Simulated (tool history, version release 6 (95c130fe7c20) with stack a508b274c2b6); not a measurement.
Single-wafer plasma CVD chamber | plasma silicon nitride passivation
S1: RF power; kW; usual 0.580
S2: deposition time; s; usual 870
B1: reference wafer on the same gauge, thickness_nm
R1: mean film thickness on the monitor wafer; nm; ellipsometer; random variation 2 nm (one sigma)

run	hour	S1	S2	B1	R1
1	0.0	0.580	939	1490.722	1411.133
2	23.6	0.580	939	1490.087	1412.481
3	56.3	0.580	939	1489.464	1411.526
4	84.0	0.580	928	1489.023	1394.655
5	112.4	0.545	870	1490.330	1293.494
6	124.6	0.545	870	1490.854	1296.160
7	152.7	0.545	870	1489.797	1293.006
8	174.0	0.580	954	1490.745	1435.741
9	186.4	0.580	954	1488.653	1433.750
10	206.9	0.580	954	1490.251	1436.028
11	310.0	0.580	870	1489.523	1308.292
12	344.0	0.580	870	1489.555	1305.432
# hour 364.3: gauge calibrated
13	371.9	0.580	870	1489.828	1306.791
14	386.0	0.580	748	1488.756	1122.008
# hour 412.3: showerhead replaced
15	419.7	0.500	776	1490.429	1136.775
16	436.1	0.580	870	1491.035	1308.039
17	471.9	0.635	943	1490.252	1440.312
18	504.8	0.535	957	1489.181	1414.987
# hour 528.2: RF generator calibrated
19	531.4	0.580	982	1489.775	1501.162
20	620.5	0.580	870	1489.748	1324.520
21	649.7	0.580	870	1490.026	1322.072
22	662.5	0.540	991	1490.704	1490.772
23	681.8	0.685	991	1489.939	1552.297
24	697.1	0.640	918	1489.393	1419.798
25	727.4	0.550	785	1489.943	1181.163
26	744.6	0.580	870	1490.303	1322.822

Branching from run 26: 3 alternative next runs. What would each branch give?
A	745.2	0.580	923	?	?
B	745.2	0.610	870	?	?
C	745.2	0.635	754	?	?

run	B1	R1
A	1490.113	1402.151
B	1490.113	1334.024
C	1490.113	1164.925
Take away the tool's hidden state, keep each run's random variation, and the runs would have read:
run	R1
A	1409.468
B	1340.985
C	1171.004

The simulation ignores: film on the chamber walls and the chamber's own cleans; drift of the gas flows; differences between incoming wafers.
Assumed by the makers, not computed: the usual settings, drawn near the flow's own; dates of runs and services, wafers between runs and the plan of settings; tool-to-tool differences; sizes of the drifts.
